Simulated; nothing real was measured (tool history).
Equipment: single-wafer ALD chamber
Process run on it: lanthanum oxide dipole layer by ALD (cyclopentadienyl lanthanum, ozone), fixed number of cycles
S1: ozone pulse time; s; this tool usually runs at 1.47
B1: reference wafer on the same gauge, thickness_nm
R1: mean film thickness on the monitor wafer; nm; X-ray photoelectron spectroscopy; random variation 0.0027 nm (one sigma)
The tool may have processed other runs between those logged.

{"run": 1, "hour": 0.0, "S1": 1.47, "B1": 0.494, "R1": 0.467}
{"run": 2, "hour": 58.2, "S1": 1.47, "B1": 0.495, "R1": 0.462}
{"hour": 62.1, "done": "gauge calibrated"}
{"run": 3, "hour": 104.4, "S1": 1.18, "B1": 0.496, "R1": 0.399}
{"run": 4, "hour": 166.4, "S1": 1.18, "B1": 0.494, "R1": 0.398}
{"run": 5, "hour": 230.9, "S1": 1.89, "B1": 0.495, "R1": 0.501}
{"run": 6, "hour": 254.9, "S1": 1.89, "B1": 0.495, "R1": 0.497}
{"hour": 293.9, "done": "ozone generator serviced"}
{"hour": 318.9, "done": "showerhead replaced"}
{"run": 7, "hour": 319.4, "S1": 1.89, "B1": 0.494, "R1": 0.518}
{"run": 8, "hour": 345.4, "S1": 1.03, "B1": 0.494, "R1": 0.388}
{"run": 9, "hour": 388.6, "S1": 1.85, "B1": 0.495, "R1": 0.506}
{"run": 10, "hour": 434.1, "S1": 1.85, "B1": 0.493, "R1": 0.512}
{"run": 11, "hour": 483.9, "S1": 1.85, "B1": 0.495, "R1": 0.504}
{"run": 12, "hour": 530.6, "S1": 1.13, "B1": 0.496, "R1": 0.402}
{"run": 13, "hour": 567.5, "S1": 1.47, "B1": 0.495, "R1": 0.473}
{"run": 14, "hour": 623.5, "S1": 1.47, "B1": 0.495, "R1": 0.466}
{"run": 15, "hour": 650.2, "S1": 2.04, "B1": 0.496, "R1": 0.515}
{"run": 16, "hour": 683.1, "S1": 1.91, "B1": 0.495, "R1": 0.505}
{"run": 17, "hour": 749.4, "S1": 1.97, "B1": 0.495, "R1": 0.506}
{"run": 18, "hour": 786.4, "S1": 1.11, "B1": 0.495, "R1": 0.38}
{"run": 19, "hour": 815.2, "S1": 1.95, "B1": 0.495, "R1": 0.503}
{"run": 20, "hour": 884.8, "S1": 1.69, "B1": 0.495, "R1": 0.487}
{"run": 21, "hour": 947.6, "S1": 1.62, "B1": 0.494, "R1": 0.483}
{"hour": 1051.2, "done": "ozone generator serviced"}
{"run": 22, "hour": 1051.7, "S1": 1.47, "B1": 0.496, "R1": 0.498}
{"run": 23, "hour": 1086.1, "S1": 1.92, "B1": 0.496, "R1": 0.517}
{"hour": 1189.5, "done": "thermocouple changed; heater temperature recalibrated"}
{"hour": 1257.5, "done": "gauge calibrated"}
{"run": 24, "hour": 1284.8, "S1": 1.21, "B1": 0.495, "R1": 0.425}
{"run": 25, "hour": 1311.9, "S1": 1.22, "B1": 0.494, "R1": 0.427}
{"run": 26, "hour": 1350.1, "S1": 1.47, "B1": 0.496, "R1": 0.472}
{"run": 27, "hour": 1379.7, "S1": 1.65, "B1": 0.495, "R1": 0.495}
{"run": 28, "hour": 1412.0, "S1": 1.68, "B1": 0.495, "R1": 0.489}
{"run": 29, "hour": 1468.2, "S1": 1.07, "B1": 0.495, "R1": 0.37}
{"run": 30, "hour": 1514.1, "S1": 1.88, "B1": 0.496, "R1": 0.499}
{"run": 31, "hour": 1550.7, "S1": 1.18, "B1": 0.495, "R1": 0.403}
{"run": 32, "hour": 1598.1, "S1": 2.05, "B1": 0.495, "R1": 0.507}
{"run": 33, "hour": 1660.0, "S1": 1.62, "B1": 0.496, "R1": 0.479}
{"run": 34, "hour": 1686.1, "S1": 0.98, "B1": 0.494, "R1": 0.325}

What was the tool's hidden state at every run in the log?
wafer temperature above the value expected at the setpoint (K): 0 at every run
gauge reads high (%): 0 at every run
H1: ozone dose above that of a generator just serviced (%)
run=1 H1=-14.8
run=2 H1=-15.7
run=3 H1=-16.3
run=4 H1=-16.9
run=5 H1=-17.3
run=6 H1=-17.5
run=7 H1=-2.82
run=8 H1=-4.3
run=9 H1=-6.42
run=10 H1=-8.27
run=11 H1=-9.93
run=12 H1=-11.2
run=13 H1=-12
run=14 H1=-13.1
run=15 H1=-13.5
run=16 H1=-14
run=17 H1=-14.7
run=18 H1=-15.1
run=19 H1=-15.3
run=20 H1=-15.7
run=21 H1=-16
run=22 H1=-0.772
run=23 H1=-2.9
run=24 H1=-10.6
run=25 H1=-11.3
run=26 H1=-12.1
run=27 H1=-12.6
run=28 H1=-13.1
run=29 H1=-13.8
run=30 H1=-14.3
run=31 H1=-14.6
run=32 H1=-15
run=33 H1=-15.3
run=34 H1=-15.5
